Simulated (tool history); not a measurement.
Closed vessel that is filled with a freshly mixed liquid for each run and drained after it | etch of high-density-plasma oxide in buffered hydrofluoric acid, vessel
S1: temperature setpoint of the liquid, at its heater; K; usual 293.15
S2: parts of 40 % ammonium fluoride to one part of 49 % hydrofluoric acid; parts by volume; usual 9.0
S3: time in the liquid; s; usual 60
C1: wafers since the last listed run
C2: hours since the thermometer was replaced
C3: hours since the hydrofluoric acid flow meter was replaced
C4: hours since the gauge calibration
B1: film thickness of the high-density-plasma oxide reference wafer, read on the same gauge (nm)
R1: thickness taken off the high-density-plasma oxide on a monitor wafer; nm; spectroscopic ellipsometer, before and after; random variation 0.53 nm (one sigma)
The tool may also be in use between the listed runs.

run   hour      S1    S2  S3    C1      C2      C3     C4     B1      R1
  1    0.0  293.15   9.0  85     0  1356.8  2060.6  252.5  90.02  100.32
  2   24.5  293.15   9.0  85  2209  1381.3  2085.1  277.0  89.99  100.17
  3   57.5  293.15   9.0  85  2976  1414.3  2118.1  310.0  90.01  101.32
  4   83.9  291.15   9.0  60  2381  1440.7  2144.5  336.4  90.00   63.73
  5  108.6  293.15   9.0  60  2228  1465.4  2169.2  361.1  89.99   71.14
  6  134.5  290.65   9.0  60  2336  1491.3  2195.1  387.0  90.01   61.94
  7  153.6  290.65   9.0  60  1722  1510.4  2214.2  406.1  90.00   60.68
     171.9  -- hydrofluoric acid flow meter replaced
  8  179.8  293.15   9.0  60  2273  1536.6     7.9  432.3  90.00   77.03
  9  212.8  293.15   9.0  60  2976  1569.6    40.9  465.3  89.98   77.22
 10  234.5  293.15   7.5  60  1957  1591.3    62.6  487.0  90.01   95.35
     256.8  -- gauge calibrated
 11  259.5  293.15   9.0  60  2255  1616.3    87.6    2.7  90.01   78.42
 12  284.8  294.65   9.0  50  2282  1641.6   112.9   28.0  90.00   70.11
 13  315.4  295.15  12.0  85  2760  1672.2   143.5   58.6  90.01   94.92
 14  348.2  293.15   6.0  60  2958  1705.0   176.3   91.4  90.01  114.21
     363.0  -- thermometer replaced
 15  370.6  293.15   9.0  60  1930     7.6   198.7  113.8  90.02   77.27
 16  386.7  290.15  11.0  45  1452    23.7   214.8  129.9  90.02   40.70
 17  417.8  290.15   9.0  60  2805    54.8   245.9  161.0  90.01   65.05
 18  446.0  290.15  11.0  45  2543    83.0   274.1  189.2  90.03   41.42

Run 19 comes next. What will it give?
 19  478.3  293.15  9.0  60  2913  115.3  306.4  221.5   ?   ?

B1: 89.99
R1: 78.03 nm
Without the tool's hidden state the same run would have given R1 79.49 nm.
